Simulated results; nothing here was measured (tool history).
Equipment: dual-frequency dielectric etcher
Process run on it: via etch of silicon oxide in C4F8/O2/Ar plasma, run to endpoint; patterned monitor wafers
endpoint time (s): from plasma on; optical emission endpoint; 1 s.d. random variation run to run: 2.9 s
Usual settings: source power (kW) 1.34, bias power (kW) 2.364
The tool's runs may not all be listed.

run,hour,source power (kW),bias power (kW),"incoming incoming film thickness, nm",endpoint time (s)
1,0,1.26,2.364,1522.8,329.3
2,13.8,1.34,2.364,1513.5,321.3
3,27.5,1.34,2.364,1512.3,317.1
4,41.1,1.34,2.364,1522.7,318.5
5,50.7,1.34,2.364,1510.3,312.1
6,61.1,1.58,2.364,1522.2,303
7,69.7,1.58,2.364,1525.2,294.1
8,77.3,1.58,2.364,1506.5,296
9,83.7,1.61,2.364,1507.3,291.6
10,98.2,1.34,2.364,1518.3,313.9
11,107.6,1.34,2.364,1516.6,317.9
12,120.9,1.34,2.364,1521.1,311.1
13,144.3,1.34,2.364,1545.8,323.6
14,151.4,1.34,2.364,1505.7,309.2
# hour 180.3: upper electrode replaced, of another model than before
15,180.8,1.34,2.364,1524.9,317.7
16,188.2,1.34,2.364,1520.3,315.5
17,204.9,1.34,2.364,1525.7,309.2
# hour 231.8: wet clean of the chamber
18,232.3,1.64,2.364,1525.2,313.1
19,232.7,1.54,1.959,1536.1,345.8
# hour 238.6: bias power generator calibrated
20,239.1,1.02,2.15,1517.9,375.5
21,245.4,1.08,1.867,1520.3,381.2
22,256.7,1.47,2.954,1517.1,309.3
23,266.1,1.34,2.364,1525.2,332.1
24,277.9,1.59,2,1528.7,328.9
25,292,1.63,2.921,1519.9,296.7

Run 26 has not been measured yet. What should we expect?
26,300.3,1.55,2.523,1507.6,?

{"run 26": {"endpoint time (s)": 308.6}}
Take away the tool's hidden state, keep the run-to-run variation as it was, and the same run would have given endpoint time (s) 307.1.

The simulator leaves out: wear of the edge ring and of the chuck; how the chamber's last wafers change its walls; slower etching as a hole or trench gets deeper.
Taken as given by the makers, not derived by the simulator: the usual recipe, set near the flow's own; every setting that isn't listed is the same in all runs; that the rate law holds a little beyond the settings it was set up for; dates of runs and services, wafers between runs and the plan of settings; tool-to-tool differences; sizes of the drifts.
